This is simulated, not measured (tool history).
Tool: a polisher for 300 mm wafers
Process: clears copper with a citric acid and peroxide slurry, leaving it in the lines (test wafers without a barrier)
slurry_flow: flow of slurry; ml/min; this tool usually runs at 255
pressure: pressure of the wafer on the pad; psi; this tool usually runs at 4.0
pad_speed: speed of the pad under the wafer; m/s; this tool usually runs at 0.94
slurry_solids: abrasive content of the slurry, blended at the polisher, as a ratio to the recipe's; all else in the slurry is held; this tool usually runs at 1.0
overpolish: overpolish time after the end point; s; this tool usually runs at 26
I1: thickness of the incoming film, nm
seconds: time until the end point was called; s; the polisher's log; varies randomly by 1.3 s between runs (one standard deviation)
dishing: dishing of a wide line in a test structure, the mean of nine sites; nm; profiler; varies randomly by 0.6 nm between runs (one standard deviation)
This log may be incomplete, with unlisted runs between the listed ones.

Run 1, hour 0.0: usual settings; I1 238.9. Result: seconds 85.6 s, dishing 38.5 nm.
Run 2, hour 6.6: usual settings; I1 237.5. Result: seconds 87.6 s, dishing 37.8 nm.
Run 3, hour 14.6: usual settings but overpolish 21 s; I1 240.5. Result: seconds 87.2 s, dishing 33.4 nm.
Run 4, hour 22.8: usual settings but overpolish 21 s; I1 238.4. Result: seconds 87.0 s, dishing 31.8 nm.
Run 5, hour 35.8: usual settings; I1 239.6. Result: seconds 91.3 s, dishing 37.3 nm.
At hour 52.1: worn pad replaced by a new one.
Run 6, hour 52.6: usual settings; I1 237.9. Result: seconds 88.2 s, dishing 37.8 nm.
Run 7, hour 62.9: usual settings; I1 235.0. Result: seconds 87.9 s, dishing 37.6 nm.
At hour 70.1: slurry blender recalibrated.
Run 8, hour 74.6: usual settings but pressure 4.7 psi; I1 241.6. Result: seconds 78.7 s, dishing 42.8 nm.
Run 9, hour 87.1: usual settings but pressure 4.5 psi; I1 243.3. Result: seconds 81.1 s, dishing 41.4 nm.
Run 10, hour 95.1: usual settings but pressure 4.5 psi; I1 241.6. Result: seconds 80.2 s, dishing 39.7 nm.
Run 11, hour 110.2: usual settings but pressure 4.5 psi; I1 239.4. Result: seconds 80.1 s, dishing 41.6 nm.
Run 12, hour 128.2: usual settings; I1 242.4. Result: seconds 89.8 s, dishing 36.2 nm.
Run 13, hour 142.5: usual settings but pressure 3.6 psi, pad_speed 1.22 m/s; I1 235.3. Result: seconds 75.7 s, dishing 42.1 nm.
At hour 151.0: slurry nozzle cleaned.
At hour 167.2: worn pad replaced by a new one.
Run 14, hour 173.6: usual settings but pressure 3.2 psi, pad_speed 0.82 m/s, overpolish 18 s; I1 238.2. Result: seconds 119.7 s, dishing 22.6 nm.
Run 15, hour 187.4: usual settings; I1 237.7. Result: seconds 83.3 s, dishing 39.0 nm.
Run 16, hour 220.9: usual settings but slurry_solids 1.1, overpolish 32 s; I1 241.2. Result: seconds 82.6 s, dishing 45.7 nm.
Run 17, hour 231.5: usual settings but slurry_flow 300 ml/min, pad_speed 1.20 m/s, overpolish 16 s; I1 240.1. Result: seconds 67.1 s, dishing 33.7 nm.
At hour 237.6: slurry blender recalibrated.
Run 18, hour 242.4: usual settings but pad_speed 0.84 m/s; I1 239.4. Result: seconds 93.7 s, dishing 34.8 nm.
Run 19, hour 259.9: usual settings but pressure 4.7 psi; I1 236.9. Result: seconds 71.4 s, dishing 44.0 nm.
At hour 264.2: head pressure recalibrated.
Run 20, hour 272.2: usual settings but slurry_flow 335 ml/min, pressure 3.2 psi, pad_speed 1.10 m/s; I1 238.9. Result: seconds 87.3 s, dishing 36.1 nm.
At hour 286.7: worn pad replaced by a new one.
Run 21, hour 289.8: usual settings but slurry_flow 320 ml/min, pressure 3.0 psi, overpolish 38 s; I1 242.8. Result: seconds 114.2 s, dishing 40.7 nm.
Run 22, hour 306.5: usual settings; I1 243.9. Result: seconds 85.6 s, dishing 38.8 nm.
Run 23, hour 317.8: usual settings but pressure 4.4 psi; I1 243.9. Result: seconds 78.9 s, dishing 40.6 nm.
Run 24, hour 324.8: usual settings but slurry_flow 310 ml/min; I1 238.9. Result: seconds 85.0 s, dishing 40.5 nm.
Run 25, hour 335.1: usual settings; I1 239.5. Result: seconds 86.7 s, dishing 39.7 nm.

Consider 3 possible next runs. They are alternatives, not a sequence: every one starts from the tool as it was left by run 25. What does each give?
Run A, hour 335.6: usual settings but pressure 3.5 psi; I1 241.0. Result: seconds ?, dishing ?.
Run B, hour 335.6: usual settings but overpolish 32 s; I1 241.0. Result: seconds ?, dishing ?.
Run C, hour 335.6: usual settings but overpolish 11 s; I1 241.0. Result: seconds ?, dishing ?.

run  seconds  dishing
  A    102.5     34.6
  B     90.0     43.9
  C     90.0     19.5
Take away the tool's hidden state, keep each run's random variation, and the runs would have read:
run  seconds  dishing
  A    100.0     35.2
  B     87.7     44.6
  C     87.7     19.9

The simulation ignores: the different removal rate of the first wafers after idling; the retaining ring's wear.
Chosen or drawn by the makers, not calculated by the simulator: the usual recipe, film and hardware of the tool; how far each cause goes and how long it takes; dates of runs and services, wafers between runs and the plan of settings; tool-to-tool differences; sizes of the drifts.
